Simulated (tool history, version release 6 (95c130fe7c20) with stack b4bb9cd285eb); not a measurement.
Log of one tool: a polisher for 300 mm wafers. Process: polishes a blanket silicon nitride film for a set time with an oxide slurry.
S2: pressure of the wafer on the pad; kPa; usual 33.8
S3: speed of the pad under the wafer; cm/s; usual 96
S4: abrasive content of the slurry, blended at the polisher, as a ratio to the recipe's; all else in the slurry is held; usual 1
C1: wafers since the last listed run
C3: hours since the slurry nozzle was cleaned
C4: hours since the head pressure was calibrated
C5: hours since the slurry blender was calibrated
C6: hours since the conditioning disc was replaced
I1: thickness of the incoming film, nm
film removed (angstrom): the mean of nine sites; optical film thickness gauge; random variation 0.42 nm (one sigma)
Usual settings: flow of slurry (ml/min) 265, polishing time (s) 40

Run 1, hour 0: usual settings; C1 0; wafers polished on this pad 181; C3 469.5; C4 769.7; C5 107.9; C6 13.2; I1 266.6. Result: film removed (angstrom) 332.
Run 2, hour 9.9: usual settings; C1 162; wafers polished on this pad 343; C3 479.4; C4 779.6; C5 117.8; C6 23.1; I1 272.3. Result: film removed (angstrom) 337.
Run 3, hour 28.8: usual settings but flow of slurry (ml/min) 285, S2 26.2 kPa; C1 310; wafers polished on this pad 654; C3 498.3; C4 798.5; C5 136.7; C6 42; I1 271.3. Result: film removed (angstrom) 264.
Run 4, hour 53.9: usual settings but flow of slurry (ml/min) 240; C1 412; wafers polished on this pad 1067; C3 523.4; C4 823.6; C5 161.8; C6 67.1; I1 270.5. Result: film removed (angstrom) 330.
At hour 63.1: worn pad replaced by a new one.
Run 5, hour 63.6: usual settings but flow of slurry (ml/min) 240; C1 93; wafers polished on this pad 8; C3 533.1; C4 833.3; C5 171.5; C6 76.8; I1 269.4. Result: film removed (angstrom) 321.
Run 6, hour 67.6: usual settings; C1 65; wafers polished on this pad 74; C3 537.1; C4 837.3; C5 175.5; C6 80.8; I1 269.4. Result: film removed (angstrom) 325.
Run 7, hour 74.4: usual settings; C1 111; wafers polished on this pad 186; C3 543.9; C4 844.1; C5 182.3; C6 87.6; I1 268.9. Result: film removed (angstrom) 317.
Run 8, hour 89.1: usual settings but S3 114 cm/s, S4 0.95; C1 241; wafers polished on this pad 427; C3 558.6; C4 858.8; C5 197; C6 102.3; I1 266. Result: film removed (angstrom) 362.
Run 9, hour 100.8: usual settings but S3 114 cm/s, S4 0.95; C1 192; wafers polished on this pad 620; C3 570.3; C4 870.5; C5 208.7; C6 114; I1 273.5. Result: film removed (angstrom) 351.
Run 10, hour 109.1: usual settings but S2 29 kPa, S4 1.2; C1 136; wafers polished on this pad 756; C3 578.6; C4 878.8; C5 217; C6 122.3; I1 267.7. Result: film removed (angstrom) 303.
Run 11, hour 124.5: usual settings but S2 29 kPa, S4 1.2; C1 253; wafers polished on this pad 1009; C3 594; C4 894.2; C5 232.4; C6 137.7; I1 270.8. Result: film removed (angstrom) 308.
At hour 133.4: worn pad replaced by a new one.
At hour 134.7: slurry blender recalibrated.
Run 12, hour 138.8: usual settings but S2 29 kPa, S4 1.2; C1 147; wafers polished on this pad 66; C3 608.3; C4 908.5; C5 4.1; C6 152; I1 268.6. Result: film removed (angstrom) 315.
Run 13, hour 156.7: usual settings; C1 294; wafers polished on this pad 360; C3 626.2; C4 926.4; C5 22; C6 169.9; I1 272. Result: film removed (angstrom) 336.
Run 14, hour 169.5: usual settings but S3 76 cm/s, S4 1.3, polishing time (s) 52; C1 210; wafers polished on this pad 571; C3 639; C4 939.2; C5 34.8; C6 182.7; I1 270.4. Result: film removed (angstrom) 409.
Run 15, hour 185.1: usual settings but flow of slurry (ml/min) 240, S2 39.3 kPa, S4 1.2, polishing time (s) 35; C1 256; wafers polished on this pad 827; C3 654.6; C4 954.8; C5 50.4; C6 198.3; I1 267.7. Result: film removed (angstrom) 374.
At hour 188.3: slurry nozzle cleaned.
At hour 200.7: worn pad replaced by a new one.
Run 16, hour 201.2: usual settings but S2 40 kPa, polishing time (s) 32; C1 182; wafers polished on this pad 8; C3 12.9; C4 970.9; C5 66.5; C6 214.4; I1 268.8. Result: film removed (angstrom) 320.
At hour 206: head pressure recalibrated.
At hour 207.7: conditioning disc replaced and pad reconditioned.
Run 17, hour 216.7: usual settings but S4 1.3, polishing time (s) 53; C1 194; wafers polished on this pad 202; C3 28.4; C4 10.7; C5 82; C6 9; I1 272. Result: film removed (angstrom) 494.
Run 18, hour 226.9: usual settings; C1 167; wafers polished on this pad 370; C3 38.6; C4 20.9; C5 92.2; C6 19.2; I1 268. Result: film removed (angstrom) 328.
Run 19, hour 243.9: usual settings but S2 22.8 kPa, S3 120 cm/s; C1 279; wafers polished on this pad 649; C3 55.6; C4 37.9; C5 109.2; C6 36.2; I1 275.6. Result: film removed (angstrom) 266.

Run 20 comes next. What will it give?
Run 20, hour 259.2: usual settings but flow of slurry (ml/min) 210, S3 64 cm/s, polishing time (s) 35; C1 251; wafers polished on this pad 901; C3 70.9; C4 53.2; C5 124.5; C6 51.5; I1 269.9. Result: film removed (angstrom) ?.

{"run 20": {"film removed (angstrom)": 208}}
Without the tool's hidden state the same run would have given film removed (angstrom) 217.
